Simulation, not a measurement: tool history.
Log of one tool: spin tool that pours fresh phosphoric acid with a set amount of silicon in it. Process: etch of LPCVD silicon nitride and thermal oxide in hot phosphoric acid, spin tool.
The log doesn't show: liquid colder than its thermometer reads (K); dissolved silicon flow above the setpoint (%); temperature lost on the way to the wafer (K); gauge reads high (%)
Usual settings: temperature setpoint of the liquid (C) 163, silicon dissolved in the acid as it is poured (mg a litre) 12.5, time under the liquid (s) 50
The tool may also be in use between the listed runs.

run	hour	temperature setpoint of the liquid (C)	silicon dissolved in the acid as it is poured (mg a litre)	time under the liquid (s)	wafers since the last listed run	hours since the thermometer was replaced	hours since the dissolved silicon flow meter was replaced	hours since the heated supply line was repaired	hours since the gauge calibration	read-back film thickness of the LPCVD silicon nitride reference wafer, read on the same gauge (nm)	thickness taken off the LPCVD silicon nitride on a monitor wafer (Å)
1	0	163	9.5	50	0	517.5	1195.1	1155.2	6.8	109.985	40.74
2	31.9	163	12.5	50	368	549.4	1227	1187.1	38.7	110.012	40.72
3	83.1	163	12.5	50	591	600.6	1278.2	1238.3	89.9	109.969	40.25
4	147.2	163	10	50	740	664.7	1342.3	1302.4	154	110	40.18
5	215.9	163	12.5	70	793	733.4	1411	1371.1	222.7	109.997	56.28
6	257.7	163	12.5	70	482	775.2	1452.8	1412.9	264.5	109.981	56.21
7	295.3	163	12.5	50	434	812.8	1490.4	1450.5	302.1	110.052	39.23
8	361	163	12.5	50	758	878.5	1556.1	1516.2	367.8	110.015	39.44
9	395	163	12.5	50	392	912.5	1590.1	1550.2	401.8	109.961	39.65
# hour 411.4: thermometer replaced
10	460.5	163	12.5	50	745	49.1	1655.6	1615.7	467.3	109.973	41.25
11	522.8	163	12.5	70	719	111.4	1717.9	1678	529.6	109.999	57.83
12	604.8	160.5	15.5	75	947	193.4	1799.9	1760	611.6	109.974	57.02
13	665	163	12.5	50	695	253.6	1860.1	1820.2	671.8	110.031	41.45
14	717.5	163	12.5	50	606	306.1	1912.6	1872.7	724.3	110.009	41.14
15	778.8	164	17.5	60	708	367.4	1973.9	1934	785.6	109.994	50.59
16	845.2	163	12.5	75	767	433.8	2040.3	2000.4	852	110.016	60.04
17	909.7	165.5	16	25	745	498.3	2104.8	2064.9	916.5	109.997	21.62
# hour 913.1: dissolved silicon flow meter replaced
# hour 933.5: gauge calibrated
18	954.6	161	7	35	507	543.2	41.5	2109.8	21.1	109.993	25.94
# hour 990.2: heated supply line repaired
19	1011.8	166	18.5	65	649	600.4	98.7	21.6	78.3	109.993	57.61
20	1052.2	163	12.5	50	466	640.8	139.1	62	118.7	110.005	39.81
21	1245	161	12.5	50	2227	833.6	331.9	254.8	311.5	110.009	37.14
22	1305.5	163	12.5	20	698	894.1	392.4	315.3	372	110.042	15.65
23	1365.4	163	12.5	50	691	954	452.3	375.2	431.9	110.012	38.82

The same runs without the tool's hidden state, with the same run-to-run variation:
run	thickness taken off the LPCVD silicon nitride on a monitor wafer (Å)
1	42.46
2	42.55
3	42.22
4	42.36
5	59.67
6	59.8
7	41.86
8	42.3
9	42.64
10	42.1
11	59.32
12	58.89
13	43
14	42.85
15	52.95
16	63.19
17	22.86
18	27.54
19	61.37
20	42.59
21	40.37
22	17.08
23	42.58
